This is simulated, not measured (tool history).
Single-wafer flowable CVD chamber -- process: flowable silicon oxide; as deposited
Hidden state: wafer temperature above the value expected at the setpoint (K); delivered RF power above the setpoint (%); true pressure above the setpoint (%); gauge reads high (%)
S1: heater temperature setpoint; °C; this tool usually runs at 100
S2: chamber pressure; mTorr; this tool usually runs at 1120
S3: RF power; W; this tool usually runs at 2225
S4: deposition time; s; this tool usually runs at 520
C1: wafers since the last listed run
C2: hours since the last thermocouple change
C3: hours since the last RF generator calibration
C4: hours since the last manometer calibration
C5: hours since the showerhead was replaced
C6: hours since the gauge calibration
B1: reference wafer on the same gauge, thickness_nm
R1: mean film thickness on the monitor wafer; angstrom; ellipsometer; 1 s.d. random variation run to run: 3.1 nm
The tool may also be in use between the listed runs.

run   hour   S1    S2    S3   S4   C1      C2      C3     C4     C5     C6       B1       R1
  1      0  111  1120  2225  520    0  2348.9  1928.1  565.2   40.3  203.1  452.522  4255.84
  2   26.2  100  1120  2225  458   79  2375.1  1954.3  591.4   66.5  229.3  452.881  5268.32
  3   51.7  100  1120  2225  458   77  2400.6  1979.8  616.9     92  254.8  453.427  5286.93
  4   72.2  100  1050  2225  520   62  2421.1  2000.3  637.4  112.5  275.3  452.243  5618.82
  5  108.1  100  1050  2225  520  109    2457  2036.2  673.3  148.4  311.2  452.467  5647.38
  6  123.3  100  1050  2225  520   46  2472.2  2051.4  688.5  163.6  326.4   452.92  5609.62
  7    151  100  1120  2225  458   84  2499.9  2079.1  716.2  191.3  354.1  452.907  5252.11
  8  170.7  100  1120  2225  520   59  2519.6  2098.8  735.9    211  373.8  453.203  6037.36
     185.2  -- RF generator calibrated
  9  199.6   91  1120  2225  468   63  2548.5    14.4  764.8  239.9  402.7  452.723  7040.61
 10  268.4  100  1120  2225  520  209  2617.3    83.2  833.6  308.7  471.5  453.865  6023.41
 11  325.9  105   950  2225  435  174  2674.8   140.7  891.1  366.2    529  452.399  3702.95
 12  358.1  107  1370  2225  442   97    2707   172.9  923.3  398.4  561.2  453.054  5139.56
 13    371  100  1360  2225  618   39  2719.9   185.8  936.2  411.3  574.1  453.276  8744.76
       384  -- capacitance manometer re-zeroed and calibrated
     393.8  -- gauge calibrated
 14  405.3  100  1120  2610  520   80  2754.2   220.1   21.3  445.6   11.5  453.071  6148.41
 15  429.3  100  1120  2580  577   73  2778.2   244.1   45.3  469.6   35.5  452.932  6913.18
     463.5  -- thermocouple changed; heater temperature recalibrated
 16    464  114  1120  2530  520   81     0.5   278.8     80  504.3   70.2   452.94   3563.8
 17  488.1  100  1120  2355  458   73    24.6   302.9  104.1  528.4   94.3  452.983  4724.97
 18  513.4  100  1120  2225  520   76    49.9   328.2  129.4  553.7  119.6  453.163  5345.58
 19  527.4  100  1120  2225  520   42    63.9   342.2  143.4  567.7  133.6  452.584  5338.89
 20  545.4  100  1120  2225  520   54    81.9   360.2  161.4  585.7  151.6  452.726  5346.64
 21  561.5  112   930  2075  520   48      98   376.3  177.5  601.8  167.7  453.167  3021.93
 22  588.7  100  1120  2045  520   82   125.2   403.5  204.7    629  194.9  452.558  5213.91
 23  607.1  100  1120  2225  520   55   143.6   421.9  223.1  647.4  213.3  453.186   5313.2
 24  625.4   91   940  1840  520   55   161.9   440.2  241.4  665.7  231.6  452.816  5539.96
 25    650  100  1360  2530  471   74   186.5   464.8    266  690.3  256.2  453.457  5986.93
 26  679.5  104  1120  2225  520   89     216   494.3  295.5  719.8  285.7  453.076  4751.47
 27  700.3  100  1120  2225  520   63   236.8   515.1  316.3  740.6  306.5  452.912  5341.21

Below are 5 alternative next runs, each starting from the tool's condition after run 27. Predict each:
  A  700.8  100  1120  2225  520   1  237.3  515.6  316.8  741.1  307   ?   ?
  B  700.8   86  1000  1785  445   1  237.3  515.6  316.8  741.1  307   ?   ?
  C  700.8  104  1370  2410  602   1  237.3  515.6  316.8  741.1  307   ?   ?
  D  700.8  100  1120  1835  548   1  237.3  515.6  316.8  741.1  307   ?   ?
  E  700.8   95   910  2225  520   1  237.3  515.6  316.8  741.1  307   ?   ?

run      B1       R1
  A  451.98  5378.72
  B  451.98   5824.8
  C  451.98  6795.62
  D  451.98  5396.06
  E  451.98  5021.98
With no hidden state in the tool, these same runs would have given:
run       R1
  A  5332.91
  B  5779.37
  C  6735.43
  D  5350.09
  E  4978.14
